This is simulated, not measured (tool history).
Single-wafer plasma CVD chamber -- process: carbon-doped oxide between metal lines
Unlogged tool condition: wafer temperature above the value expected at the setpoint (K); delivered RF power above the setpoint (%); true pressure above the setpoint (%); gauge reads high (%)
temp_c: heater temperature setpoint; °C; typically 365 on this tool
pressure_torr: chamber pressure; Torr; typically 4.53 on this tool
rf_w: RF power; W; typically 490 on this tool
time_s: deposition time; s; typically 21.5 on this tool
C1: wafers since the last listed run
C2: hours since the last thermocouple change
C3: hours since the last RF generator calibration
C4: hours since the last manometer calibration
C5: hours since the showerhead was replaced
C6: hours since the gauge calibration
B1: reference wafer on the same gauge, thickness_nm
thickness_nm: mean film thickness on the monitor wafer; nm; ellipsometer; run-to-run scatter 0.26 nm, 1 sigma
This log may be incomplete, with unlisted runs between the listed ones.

{"run": 1, "hour": 0.0, "temp_c": 355, "pressure_torr": 4.53, "rf_w": 490, "time_s": 21.5, "C1": 0, "C2": 269.5, "C3": 2051.4, "C4": 1516.7, "C5": 3855.5, "C6": 1670.5, "B1": 66.705, "thickness_nm": 83.562}
{"run": 2, "hour": 157.5, "temp_c": 355, "pressure_torr": 4.53, "rf_w": 490, "time_s": 21.5, "C1": 4071, "C2": 427.0, "C3": 2208.9, "C4": 1674.2, "C5": 4013.0, "C6": 1828.0, "B1": 66.687, "thickness_nm": 83.83}
{"hour": 176.4, "done": "gauge calibrated"}
{"run": 3, "hour": 216.0, "temp_c": 355, "pressure_torr": 4.53, "rf_w": 490, "time_s": 21.5, "C1": 1512, "C2": 485.5, "C3": 2267.4, "C4": 1732.7, "C5": 4071.5, "C6": 39.6, "B1": 66.73, "thickness_nm": 83.659}
{"run": 4, "hour": 248.7, "temp_c": 365, "pressure_torr": 4.53, "rf_w": 490, "time_s": 21.5, "C1": 845, "C2": 518.2, "C3": 2300.1, "C4": 1765.4, "C5": 4104.2, "C6": 72.3, "B1": 66.738, "thickness_nm": 81.177}
{"run": 5, "hour": 284.6, "temp_c": 365, "pressure_torr": 4.53, "rf_w": 490, "time_s": 21.5, "C1": 928, "C2": 554.1, "C3": 2336.0, "C4": 1801.3, "C5": 4140.1, "C6": 108.2, "B1": 66.724, "thickness_nm": 81.652}
{"hour": 341.6, "done": "showerhead replaced"}
{"run": 6, "hour": 353.2, "temp_c": 365, "pressure_torr": 4.53, "rf_w": 490, "time_s": 21.5, "C1": 1566, "C2": 622.7, "C3": 2404.6, "C4": 1869.9, "C5": 11.6, "C6": 176.8, "B1": 66.712, "thickness_nm": 81.412}
{"run": 7, "hour": 394.8, "temp_c": 365, "pressure_torr": 4.53, "rf_w": 490, "time_s": 21.5, "C1": 1075, "C2": 664.3, "C3": 2446.2, "C4": 1911.5, "C5": 53.2, "C6": 218.4, "B1": 66.71, "thickness_nm": 81.464}
{"hour": 403.1, "done": "capacitance manometer re-zeroed and calibrated"}
{"run": 8, "hour": 462.4, "temp_c": 365, "pressure_torr": 4.53, "rf_w": 490, "time_s": 21.5, "C1": 1540, "C2": 731.9, "C3": 2513.8, "C4": 59.3, "C5": 120.8, "C6": 286.0, "B1": 66.712, "thickness_nm": 82.242}
{"run": 9, "hour": 532.3, "temp_c": 365, "pressure_torr": 4.53, "rf_w": 490, "time_s": 21.5, "C1": 1807, "C2": 801.8, "C3": 2583.7, "C4": 129.2, "C5": 190.7, "C6": 355.9, "B1": 66.669, "thickness_nm": 81.626}
{"run": 10, "hour": 568.9, "temp_c": 365, "pressure_torr": 4.53, "rf_w": 490, "time_s": 17.9, "C1": 946, "C2": 838.4, "C3": 2620.3, "C4": 165.8, "C5": 227.3, "C6": 392.5, "B1": 66.658, "thickness_nm": 68.316}
{"run": 11, "hour": 617.5, "temp_c": 370, "pressure_torr": 3.4, "rf_w": 490, "time_s": 19.1, "C1": 1256, "C2": 887.0, "C3": 2668.9, "C4": 214.4, "C5": 275.9, "C6": 441.1, "B1": 66.726, "thickness_nm": 70.005}
{"run": 12, "hour": 685.4, "temp_c": 361, "pressure_torr": 3.43, "rf_w": 490, "time_s": 23.3, "C1": 1755, "C2": 954.9, "C3": 2736.8, "C4": 282.3, "C5": 343.8, "C6": 509.0, "B1": 66.733, "thickness_nm": 86.519}
{"run": 13, "hour": 740.9, "temp_c": 351, "pressure_torr": 4.83, "rf_w": 585, "time_s": 19.5, "C1": 1434, "C2": 1010.4, "C3": 2792.3, "C4": 337.8, "C5": 399.3, "C6": 564.5, "B1": 66.728, "thickness_nm": 86.785}
{"hour": 800.3, "done": "RF generator calibrated"}
{"run": 14, "hour": 849.5, "temp_c": 360, "pressure_torr": 5.46, "rf_w": 405, "time_s": 25.3, "C1": 2600, "C2": 1119.0, "C3": 49.2, "C4": 446.4, "C5": 507.9, "C6": 673.1, "B1": 66.697, "thickness_nm": 85.203}
{"run": 15, "hour": 883.4, "temp_c": 361, "pressure_torr": 5.47, "rf_w": 395, "time_s": 18.2, "C1": 876, "C2": 1152.9, "C3": 83.1, "C4": 480.3, "C5": 541.8, "C6": 707.0, "B1": 66.711, "thickness_nm": 60.014}
{"run": 16, "hour": 937.0, "temp_c": 365, "pressure_torr": 4.53, "rf_w": 545, "time_s": 20.1, "C1": 1385, "C2": 1206.5, "C3": 136.7, "C4": 533.9, "C5": 595.4, "C6": 760.6, "B1": 66.647, "thickness_nm": 82.148}
{"run": 17, "hour": 963.5, "temp_c": 365, "pressure_torr": 4.53, "rf_w": 520, "time_s": 21.5, "C1": 685, "C2": 1233.0, "C3": 163.2, "C4": 560.4, "C5": 621.9, "C6": 787.1, "B1": 66.696, "thickness_nm": 84.907}
{"run": 18, "hour": 994.9, "temp_c": 365, "pressure_torr": 4.96, "rf_w": 490, "time_s": 21.5, "C1": 811, "C2": 1264.4, "C3": 194.6, "C4": 591.8, "C5": 653.3, "C6": 818.5, "B1": 66.729, "thickness_nm": 82.458}

Estimate the outcome of run 19 from the log above:
{"hour": 1020.2, "done": "thermocouple changed; heater temperature recalibrated"}
{"run": 19, "hour": 1021.4, "temp_c": 365, "pressure_torr": 4.53, "rf_w": 490, "time_s": 21.5, "C1": 478, "C2": 1.2, "C3": 221.1, "C4": 618.3, "C5": 679.8, "C6": 845.0, "B1": "?", "thickness_nm": "?"}

Logged for run 19: B1 66.709, thickness_nm 81.531 nm.
Minus the tool's unlogged condition, the same run would have read thickness_nm 81.531 nm.
